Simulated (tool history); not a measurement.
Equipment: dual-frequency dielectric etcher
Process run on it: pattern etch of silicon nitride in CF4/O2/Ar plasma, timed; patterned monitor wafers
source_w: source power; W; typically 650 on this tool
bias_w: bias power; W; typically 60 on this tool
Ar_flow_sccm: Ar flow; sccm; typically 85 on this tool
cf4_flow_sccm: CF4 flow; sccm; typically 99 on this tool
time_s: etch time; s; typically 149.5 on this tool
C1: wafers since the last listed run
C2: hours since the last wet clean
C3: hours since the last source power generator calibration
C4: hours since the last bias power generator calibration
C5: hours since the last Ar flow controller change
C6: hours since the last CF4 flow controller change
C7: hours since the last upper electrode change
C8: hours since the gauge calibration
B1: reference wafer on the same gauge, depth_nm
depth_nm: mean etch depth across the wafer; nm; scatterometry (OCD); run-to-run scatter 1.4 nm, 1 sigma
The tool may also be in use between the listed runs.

{"run": 1, "day": 0.0, "source_w": 740, "bias_w": 60, "Ar_flow_sccm": 66, "cf4_flow_sccm": 120, "time_s": 130, "C1": 0, "C2": 89.5, "C3": 2043.4, "C4": 1553.8, "C5": 588.4, "C6": 1169, "C7": 580.3, "C8": 1546.3, "B1": 387.1, "depth_nm": 387.9}
{"run": 2, "day": 3.204, "source_w": 590, "bias_w": 66, "Ar_flow_sccm": 85, "cf4_flow_sccm": 99, "time_s": 180.5, "C1": 539, "C2": 166.4, "C3": 2120.3, "C4": 1630.7, "C5": 665.3, "C6": 1245.9, "C7": 657.2, "C8": 1623.2, "B1": 387.2, "depth_nm": 461.2}
{"day": 4.533, "done": "source power generator calibrated"}
{"run": 3, "day": 7.538, "source_w": 540, "bias_w": 60, "Ar_flow_sccm": 85, "cf4_flow_sccm": 99, "time_s": 149.5, "C1": 701, "C2": 270.4, "C3": 72.1, "C4": 1734.7, "C5": 769.3, "C6": 1349.9, "C7": 761.2, "C8": 1727.2, "B1": 387.4, "depth_nm": 339.2}
{"run": 4, "day": 11.967, "source_w": 650, "bias_w": 60, "Ar_flow_sccm": 85, "cf4_flow_sccm": 92, "time_s": 149.5, "C1": 745, "C2": 376.7, "C3": 178.4, "C4": 1841, "C5": 875.6, "C6": 1456.2, "C7": 867.5, "C8": 1833.5, "B1": 387.1, "depth_nm": 384}
{"run": 5, "day": 15.375, "source_w": 650, "bias_w": 60, "Ar_flow_sccm": 85, "cf4_flow_sccm": 99, "time_s": 149.5, "C1": 573, "C2": 458.5, "C3": 260.2, "C4": 1922.8, "C5": 957.4, "C6": 1538, "C7": 949.3, "C8": 1915.3, "B1": 386.7, "depth_nm": 391.5}
{"run": 6, "day": 18.175, "source_w": 650, "bias_w": 60, "Ar_flow_sccm": 100, "cf4_flow_sccm": 99, "time_s": 149.5, "C1": 471, "C2": 525.7, "C3": 327.4, "C4": 1990, "C5": 1024.6, "C6": 1605.2, "C7": 1016.5, "C8": 1982.5, "B1": 386.5, "depth_nm": 382.3}
{"run": 7, "day": 21.888, "source_w": 650, "bias_w": 54, "Ar_flow_sccm": 85, "cf4_flow_sccm": 99, "time_s": 149.5, "C1": 624, "C2": 614.8, "C3": 416.5, "C4": 2079.1, "C5": 1113.7, "C6": 1694.3, "C7": 1105.6, "C8": 2071.6, "B1": 386.5, "depth_nm": 364.5}
{"run": 8, "day": 25.246, "source_w": 650, "bias_w": 60, "Ar_flow_sccm": 100, "cf4_flow_sccm": 99, "time_s": 149.5, "C1": 565, "C2": 695.4, "C3": 497.1, "C4": 2159.7, "C5": 1194.3, "C6": 1774.9, "C7": 1186.2, "C8": 2152.2, "B1": 386.5, "depth_nm": 381.8}
{"day": 25.771, "done": "CF4 flow controller replaced"}
{"day": 33.15, "done": "bias power generator calibrated"}
{"day": 33.367, "done": "wet clean of the chamber"}
{"run": 9, "day": 34.542, "source_w": 650, "bias_w": 60, "Ar_flow_sccm": 85, "cf4_flow_sccm": 99, "time_s": 115, "C1": 1458, "C2": 28.2, "C3": 720.2, "C4": 33.4, "C5": 1417.4, "C6": 210.5, "C7": 1409.3, "C8": 2375.3, "B1": 386, "depth_nm": 297.8}
{"run": 10, "day": 37.188, "source_w": 650, "bias_w": 60, "Ar_flow_sccm": 85, "cf4_flow_sccm": 99, "time_s": 149.5, "C1": 445, "C2": 91.7, "C3": 783.7, "C4": 96.9, "C5": 1480.9, "C6": 274, "C7": 1472.8, "C8": 2438.8, "B1": 385.7, "depth_nm": 387.4}
{"day": 40.35, "done": "gauge calibrated"}
{"run": 11, "day": 48.762, "source_w": 690, "bias_w": 60, "Ar_flow_sccm": 93, "cf4_flow_sccm": 87, "time_s": 191.5, "C1": 1948, "C2": 369.5, "C3": 1061.5, "C4": 374.7, "C5": 1758.7, "C6": 551.8, "C7": 1750.6, "C8": 201.9, "B1": 391.1, "depth_nm": 511.3}
{"run": 12, "day": 51.875, "source_w": 650, "bias_w": 60, "Ar_flow_sccm": 85, "cf4_flow_sccm": 99, "time_s": 149.5, "C1": 523, "C2": 444.2, "C3": 1136.2, "C4": 449.4, "C5": 1833.4, "C6": 626.5, "C7": 1825.3, "C8": 276.6, "B1": 390.5, "depth_nm": 392.5}

Run 13, settings as shown, results not yet in. Your forecast:
{"run": 13, "day": 56.108, "source_w": 650, "bias_w": 66, "Ar_flow_sccm": 85, "cf4_flow_sccm": 99, "time_s": 149.5, "C1": 712, "C2": 545.8, "C3": 1237.8, "C4": 551, "C5": 1935, "C6": 728.1, "C7": 1926.9, "C8": 378.2, "B1": "?", "depth_nm": "?"}

B1: 390.4
depth_nm: 415.7 nm
On a tool with no hidden condition, and with the same random variation, this run would have come out at depth_nm 416.4 nm.

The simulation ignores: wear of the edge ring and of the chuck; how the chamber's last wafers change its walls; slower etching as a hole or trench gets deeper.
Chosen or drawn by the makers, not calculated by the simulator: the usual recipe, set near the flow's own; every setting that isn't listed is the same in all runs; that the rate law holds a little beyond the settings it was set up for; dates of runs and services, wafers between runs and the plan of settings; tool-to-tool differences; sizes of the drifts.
